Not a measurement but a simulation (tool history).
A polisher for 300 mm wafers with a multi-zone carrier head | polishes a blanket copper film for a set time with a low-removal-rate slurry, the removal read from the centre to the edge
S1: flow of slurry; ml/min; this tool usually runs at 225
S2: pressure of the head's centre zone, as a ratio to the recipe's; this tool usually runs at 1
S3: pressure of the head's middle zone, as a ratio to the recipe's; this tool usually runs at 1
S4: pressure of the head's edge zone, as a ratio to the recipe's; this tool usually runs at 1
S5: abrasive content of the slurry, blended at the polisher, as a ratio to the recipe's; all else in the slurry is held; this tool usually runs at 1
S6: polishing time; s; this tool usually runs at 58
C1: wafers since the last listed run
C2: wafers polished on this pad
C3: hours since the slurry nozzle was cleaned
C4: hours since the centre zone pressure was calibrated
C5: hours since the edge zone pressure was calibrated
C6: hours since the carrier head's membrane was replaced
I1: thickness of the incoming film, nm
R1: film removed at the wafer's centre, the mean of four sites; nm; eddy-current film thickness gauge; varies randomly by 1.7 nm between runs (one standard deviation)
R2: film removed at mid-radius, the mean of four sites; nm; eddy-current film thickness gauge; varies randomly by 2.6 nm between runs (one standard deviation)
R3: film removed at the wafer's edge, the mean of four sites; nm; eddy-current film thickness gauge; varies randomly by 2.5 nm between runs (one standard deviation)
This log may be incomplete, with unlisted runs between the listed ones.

{"run": 1, "hour": 0.0, "S1": 180, "S2": 1, "S3": 1, "S4": 0.88, "S5": 1, "S6": 58, "C1": 0, "C2": 1413, "C3": 379.1, "C4": 217.7, "C5": 1133.7, "C6": 169, "I1": 784.1, "R1": 221.2, "R2": 231.6, "R3": 212.7}
{"hour": 15.0, "done": "worn pad replaced by a new one"}
{"run": 2, "hour": 22.9, "S1": 225, "S2": 1, "S3": 1, "S4": 1, "S5": 1, "S6": 58, "C1": 123, "C2": 51, "C3": 402, "C4": 240.6, "C5": 1156.6, "C6": 191.9, "I1": 799.2, "R1": 227.3, "R2": 233.1, "R3": 230.8}
{"run": 3, "hour": 36.3, "S1": 225, "S2": 1, "S3": 1, "S4": 1, "S5": 1, "S6": 58, "C1": 87, "C2": 139, "C3": 415.4, "C4": 254, "C5": 1170, "C6": 205.3, "I1": 799.1, "R1": 228.2, "R2": 232.1, "R3": 232.1}
{"run": 4, "hour": 52.4, "S1": 225, "S2": 1, "S3": 1, "S4": 1, "S5": 1, "S6": 58, "C1": 105, "C2": 244, "C3": 431.5, "C4": 270.1, "C5": 1186.1, "C6": 221.4, "I1": 776.2, "R1": 227.5, "R2": 238.9, "R3": 233.6}
{"run": 5, "hour": 67.3, "S1": 225, "S2": 1.1, "S3": 1.07, "S4": 0.91, "S5": 1.1, "S6": 58, "C1": 97, "C2": 342, "C3": 446.4, "C4": 285, "C5": 1201, "C6": 236.3, "I1": 792.8, "R1": 258.2, "R2": 258.4, "R3": 220.8}
{"run": 6, "hour": 86.0, "S1": 225, "S2": 1, "S3": 1, "S4": 1, "S5": 0.75, "S6": 58, "C1": 122, "C2": 464, "C3": 465.1, "C4": 303.7, "C5": 1219.7, "C6": 255, "I1": 805, "R1": 215.6, "R2": 216.1, "R3": 217.2}
{"run": 7, "hour": 108.4, "S1": 285, "S2": 1, "S3": 1, "S4": 1, "S5": 1, "S6": 58, "C1": 146, "C2": 611, "C3": 487.5, "C4": 326.1, "C5": 1242.1, "C6": 277.4, "I1": 801.6, "R1": 238, "R2": 239.9, "R3": 235.2}
{"run": 8, "hour": 135.6, "S1": 225, "S2": 1, "S3": 1, "S4": 1, "S5": 1, "S6": 58, "C1": 178, "C2": 789, "C3": 514.7, "C4": 353.3, "C5": 1269.3, "C6": 304.6, "I1": 796.2, "R1": 231.1, "R2": 235.8, "R3": 232.1}
{"hour": 165.7, "done": "slurry nozzle cleaned"}
{"run": 9, "hour": 166.2, "S1": 225, "S2": 1, "S3": 1, "S4": 1, "S5": 1, "S6": 58, "C1": 193, "C2": 983, "C3": 0.5, "C4": 383.9, "C5": 1299.9, "C6": 335.2, "I1": 788.8, "R1": 233.1, "R2": 238.8, "R3": 232.1}
{"run": 10, "hour": 185.4, "S1": 225, "S2": 1, "S3": 1, "S4": 1, "S5": 1, "S6": 58, "C1": 125, "C2": 1109, "C3": 19.7, "C4": 403.1, "C5": 1319.1, "C6": 354.4, "I1": 791.5, "R1": 229.6, "R2": 235.2, "R3": 230.4}
{"run": 11, "hour": 213.5, "S1": 150, "S2": 1.05, "S3": 1, "S4": 1, "S5": 0.9, "S6": 58, "C1": 184, "C2": 1293, "C3": 47.8, "C4": 431.2, "C5": 1347.2, "C6": 382.5, "I1": 774.6, "R1": 217.9, "R2": 213.6, "R3": 210.6}
{"hour": 223.3, "done": "edge zone pressure recalibrated"}
{"run": 12, "hour": 243.5, "S1": 225, "S2": 0.94, "S3": 1, "S4": 1.07, "S5": 1, "S6": 58, "C1": 183, "C2": 1476, "C3": 77.8, "C4": 461.2, "C5": 20.2, "C6": 412.5, "I1": 789.3, "R1": 216, "R2": 239.4, "R3": 241.9}
{"hour": 260.6, "done": "worn pad replaced by a new one"}
{"run": 13, "hour": 278.0, "S1": 225, "S2": 0.92, "S3": 0.96, "S4": 1, "S5": 0.75, "S6": 58, "C1": 199, "C2": 113, "C3": 112.3, "C4": 495.7, "C5": 54.7, "C6": 447, "I1": 793.5, "R1": 193.3, "R2": 216.4, "R3": 216.2}
{"run": 14, "hour": 303.9, "S1": 225, "S2": 1, "S3": 1, "S4": 1, "S5": 1, "S6": 58, "C1": 169, "C2": 283, "C3": 138.2, "C4": 521.6, "C5": 80.6, "C6": 472.9, "I1": 804.8, "R1": 230.7, "R2": 235.3, "R3": 229.5}
{"run": 15, "hour": 321.1, "S1": 225, "S2": 1, "S3": 1, "S4": 1, "S5": 0.9, "S6": 58, "C1": 112, "C2": 396, "C3": 155.4, "C4": 538.8, "C5": 97.8, "C6": 490.1, "I1": 773.4, "R1": 222.6, "R2": 227.9, "R3": 226.9}
{"run": 16, "hour": 348.0, "S1": 225, "S2": 1, "S3": 1, "S4": 1, "S5": 1, "S6": 71, "C1": 176, "C2": 572, "C3": 182.3, "C4": 565.7, "C5": 124.7, "C6": 517, "I1": 791, "R1": 284.2, "R2": 288.8, "R3": 286.6}
{"run": 17, "hour": 441.0, "S1": 225, "S2": 0.95, "S3": 1, "S4": 0.94, "S5": 1.15, "S6": 41, "C1": 609, "C2": 1181, "C3": 275.3, "C4": 658.7, "C5": 217.7, "C6": 610, "I1": 794.7, "R1": 157.3, "R2": 172.5, "R3": 161.8}
{"run": 18, "hour": 455.2, "S1": 275, "S2": 0.95, "S3": 1, "S4": 1.05, "S5": 1, "S6": 73, "C1": 93, "C2": 1274, "C3": 289.5, "C4": 672.9, "C5": 231.9, "C6": 624.2, "I1": 800.6, "R1": 281, "R2": 303.4, "R3": 305.3}
{"run": 19, "hour": 481.7, "S1": 225, "S2": 1, "S3": 1, "S4": 1, "S5": 1, "S6": 51, "C1": 173, "C2": 1448, "C3": 316, "C4": 699.4, "C5": 258.4, "C6": 650.7, "I1": 802.7, "R1": 204.9, "R2": 207.9, "R3": 204.4}
{"hour": 515.3, "done": "worn pad replaced by a new one"}
{"run": 20, "hour": 515.8, "S1": 225, "S2": 1, "S3": 1, "S4": 1, "S5": 1, "S6": 58, "C1": 197, "C2": 2, "C3": 350.1, "C4": 733.5, "C5": 292.5, "C6": 684.8, "I1": 796.9, "R1": 230.1, "R2": 233.9, "R3": 234.2}
{"run": 21, "hour": 539.0, "S1": 265, "S2": 1, "S3": 1, "S4": 1, "S5": 1, "S6": 58, "C1": 151, "C2": 154, "C3": 373.3, "C4": 756.7, "C5": 315.7, "C6": 708, "I1": 799.4, "R1": 234.1, "R2": 244, "R3": 240}

Below are 5 alternative next runs, each starting from the tool's condition after run 21. Predict each:
{"run": "A", "hour": 539.4, "S1": 225, "S2": 0.91, "S3": 1, "S4": 1, "S5": 1, "S6": 58, "C1": 2, "C2": 157, "C3": 373.7, "C4": 757.1, "C5": 316.1, "C6": 708.4, "I1": 786.2, "R1": "?", "R2": "?", "R3": "?"}
{"run": "B", "hour": 539.4, "S1": 225, "S2": 1.1, "S3": 1, "S4": 1, "S5": 0.9, "S6": 58, "C1": 2, "C2": 157, "C3": 373.7, "C4": 757.1, "C5": 316.1, "C6": 708.4, "I1": 786.2, "R1": "?", "R2": "?", "R3": "?"}
{"run": "C", "hour": 539.4, "S1": 160, "S2": 1, "S3": 1, "S4": 1, "S5": 1, "S6": 58, "C1": 2, "C2": 157, "C3": 373.7, "C4": 757.1, "C5": 316.1, "C6": 708.4, "I1": 786.2, "R1": "?", "R2": "?", "R3": "?"}
{"run": "D", "hour": 539.4, "S1": 225, "S2": 1, "S3": 1, "S4": 1, "S5": 0.75, "S6": 46, "C1": 2, "C2": 157, "C3": 373.7, "C4": 757.1, "C5": 316.1, "C6": 708.4, "I1": 786.2, "R1": "?", "R2": "?", "R3": "?"}
{"run": "E", "hour": 539.4, "S1": 225, "S2": 1, "S3": 1, "S4": 0.89, "S5": 0.75, "S6": 58, "C1": 2, "C2": 157, "C3": 373.7, "C4": 757.1, "C5": 316.1, "C6": 708.4, "I1": 786.2, "R1": "?", "R2": "?", "R3": "?"}

run=A R1=207 R2=238 R3=228.2
run=B R1=243.9 R2=231.5 R3=222.2
run=C R1=214 R2=225.1 R3=219.1
run=D R1=167.7 R2=175.3 R3=168.2
run=E R1=211.5 R2=221 R3=200.7
Had the tool no hidden state, the same runs would have come out as:
run=A R1=207 R2=238 R3=228.2
run=B R1=243.9 R2=231.5 R3=222.2
run=C R1=214 R2=225.1 R3=219.1
run=D R1=167.7 R2=175.3 R3=168.2
run=E R1=211.5 R2=221 R3=200.7

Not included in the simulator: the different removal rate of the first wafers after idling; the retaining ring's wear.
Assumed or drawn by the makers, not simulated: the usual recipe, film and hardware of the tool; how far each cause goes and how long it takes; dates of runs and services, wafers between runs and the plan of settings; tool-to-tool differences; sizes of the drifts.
